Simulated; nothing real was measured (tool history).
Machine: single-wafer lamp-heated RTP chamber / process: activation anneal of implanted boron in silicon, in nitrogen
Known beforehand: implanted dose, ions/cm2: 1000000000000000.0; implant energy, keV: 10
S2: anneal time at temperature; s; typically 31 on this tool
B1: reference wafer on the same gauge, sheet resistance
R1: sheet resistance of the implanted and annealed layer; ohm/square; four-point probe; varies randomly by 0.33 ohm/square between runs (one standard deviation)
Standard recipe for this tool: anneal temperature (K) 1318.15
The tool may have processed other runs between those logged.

Run 1, hour 0: usual settings; B1 114.96. Result: R1 111.73 ohm/square.
Run 2, hour 91.1: usual settings; B1 114.99. Result: R1 111.76 ohm/square.
Run 3, hour 170.8: usual settings; B1 115.02. Result: R1 111.25 ohm/square.
Run 4, hour 207.3: usual settings; B1 115.01. Result: R1 110.74 ohm/square.
Run 5, hour 248.1: usual settings; B1 114.98. Result: R1 111 ohm/square.
Run 6, hour 351.2: usual settings; B1 115.04. Result: R1 112.09 ohm/square.
Run 7, hour 396.7: usual settings; B1 114.95. Result: R1 113.16 ohm/square.
Run 8, hour 489.5: usual settings; B1 114.94. Result: R1 112.33 ohm/square.
Run 9, hour 587.4: usual settings; B1 115.05. Result: R1 111.66 ohm/square.
Run 10, hour 671: usual settings; B1 115.11. Result: R1 112.06 ohm/square.
Run 11, hour 707.7: usual settings; B1 115.03. Result: R1 111.48 ohm/square.
Run 12, hour 755.5: usual settings; B1 115.05. Result: R1 111.64 ohm/square.
Run 13, hour 799.7: usual settings but anneal temperature (K) 1297.15, S2 44 s; B1 114.96. Result: R1 115.68 ohm/square.
Run 14, hour 846.6: usual settings but anneal temperature (K) 1297.15, S2 44 s; B1 115.06. Result: R1 115.3 ohm/square.
Run 15, hour 885.4: usual settings but anneal temperature (K) 1297.15, S2 44 s; B1 115.04. Result: R1 115.51 ohm/square.
Run 16, hour 937.7: usual settings; B1 114.94. Result: R1 112.47 ohm/square.
Run 17, hour 1016.3: usual settings but anneal temperature (K) 1335.15, S2 23 s; B1 115.05. Result: R1 111.3 ohm/square.
Run 18, hour 1094.6: usual settings but S2 18 s; B1 114.97. Result: R1 114.56 ohm/square.
Run 19, hour 1195.4: usual settings but anneal temperature (K) 1297.15, S2 44 s; B1 114.98. Result: R1 113.14 ohm/square.
Run 20, hour 1281.2: usual settings; B1 114.98. Result: R1 110.91 ohm/square.
Run 21, hour 1345.9: usual settings but anneal temperature (K) 1341.15, S2 38 s; B1 114.98. Result: R1 109.69 ohm/square.
Run 22, hour 1400.8: usual settings; B1 114.96. Result: R1 112.6 ohm/square.
Run 23, hour 1448.4: usual settings but anneal temperature (K) 1299.15, S2 37 s; B1 114.93. Result: R1 115.81 ohm/square.
Run 24, hour 1533.9: usual settings but anneal temperature (K) 1333.15, S2 19 s; B1 115.01. Result: R1 112.31 ohm/square.
Run 25, hour 1637.7: usual settings; B1 115.01. Result: R1 112.1 ohm/square.
Run 26, hour 1879.6: usual settings but anneal temperature (K) 1332.15; B1 115.01. Result: R1 111.34 ohm/square.
Run 27, hour 1958.3: usual settings but anneal temperature (K) 1337.15, S2 26 s; B1 115.04. Result: R1 110.83 ohm/square.
Run 28, hour 2017.1: usual settings but anneal temperature (K) 1343.15, S2 26 s; B1 114.98. Result: R1 110.64 ohm/square.
Run 29, hour 2057.5: usual settings but S2 48 s; B1 115. Result: R1 110.02 ohm/square.
Run 30, hour 2147.5: usual settings but anneal temperature (K) 1300.15; B1 114.99. Result: R1 115.92 ohm/square.
Run 31, hour 2224.5: usual settings but anneal temperature (K) 1344.15; B1 114.99. Result: R1 110.05 ohm/square.
Run 32, hour 2308.6: usual settings but S2 21 s; B1 114.97. Result: R1 115.28 ohm/square.
Run 33, hour 2414.7: usual settings but anneal temperature (K) 1340.15, S2 45 s; B1 115.03. Result: R1 109.1 ohm/square.
Run 34, hour 2469.8: usual settings but anneal temperature (K) 1347.15; B1 115.03. Result: R1 110.15 ohm/square.
Run 35, hour 2563.1: usual settings but anneal temperature (K) 1301.15, S2 26 s; B1 115.05. Result: R1 116.56 ohm/square.

Not shown: 10 entries that the log had between the listed runs. Between which runs, and how does the tool's hidden state differ before and after?
In the gap between runs 5 and 6: reflector plate cleaned (hour 256.2); pyrometer window cleaned and pyrometer calibrated (hour 267.7)
  true wafer temperature minus pyrometer reading, K: 13.5 -> 0.37
  the result without the hidden state subtracted from the measured one, R1: -1.76 -> -0.07 ohm/square
In the gap between runs 12 and 13: pyrometer window cleaned and pyrometer calibrated (hour 777.3)
  true wafer temperature minus pyrometer reading, K: 8.96 -> 0.674
  the result without the hidden state subtracted from the measured one, R1: -1.32 -> -0.16 ohm/square
In the gap between runs 14 and 15: reflector plate cleaned (hour 879.2)
  true wafer temperature minus pyrometer reading, K: 0.834 -> 1.09
  the result without the hidden state subtracted from the measured one, R1: -0.19 -> -0.25 ohm/square
In the gap between runs 20 and 21: pyrometer window cleaned and pyrometer calibrated (hour 1313.7)
  true wafer temperature minus pyrometer reading, K: 10.1 -> 0.617
  the result without the hidden state subtracted from the measured one, R1: -1.43 -> -0.01 ohm/square
In the gap between runs 21 and 22: gauge calibrated (hour 1381.3)
  true wafer temperature minus pyrometer reading, K: 0.617 -> 0.861
  the result without the hidden state subtracted from the measured one, R1: -0.01 -> -0.15 ohm/square
In the gap between runs 22 and 23: reflector plate cleaned (hour 1430.6)
  true wafer temperature minus pyrometer reading, K: 0.861 -> 1.25
  the result without the hidden state subtracted from the measured one, R1: -0.15 -> -0.3 ohm/square
In the gap between runs 25 and 26: pyrometer window cleaned and pyrometer calibrated (hour 1807.3)
  true wafer temperature minus pyrometer reading, K: 4.49 -> 0.89
  the result without the hidden state subtracted from the measured one, R1: -0.74 -> -0.07 ohm/square
In the gap between runs 27 and 28: reflector plate cleaned (hour 1972.8)
  true wafer temperature minus pyrometer reading, K: 1.54 -> 2.33
  the result without the hidden state subtracted from the measured one, R1: -0.1 -> -0.1 ohm/square
In the gap between runs 31 and 32: pyrometer window cleaned and pyrometer calibrated (hour 2303.5)
  true wafer temperature minus pyrometer reading, K: 7.17 -> 0.381
  the result without the hidden state subtracted from the measured one, R1: -0.14 -> -0.07 ohm/square
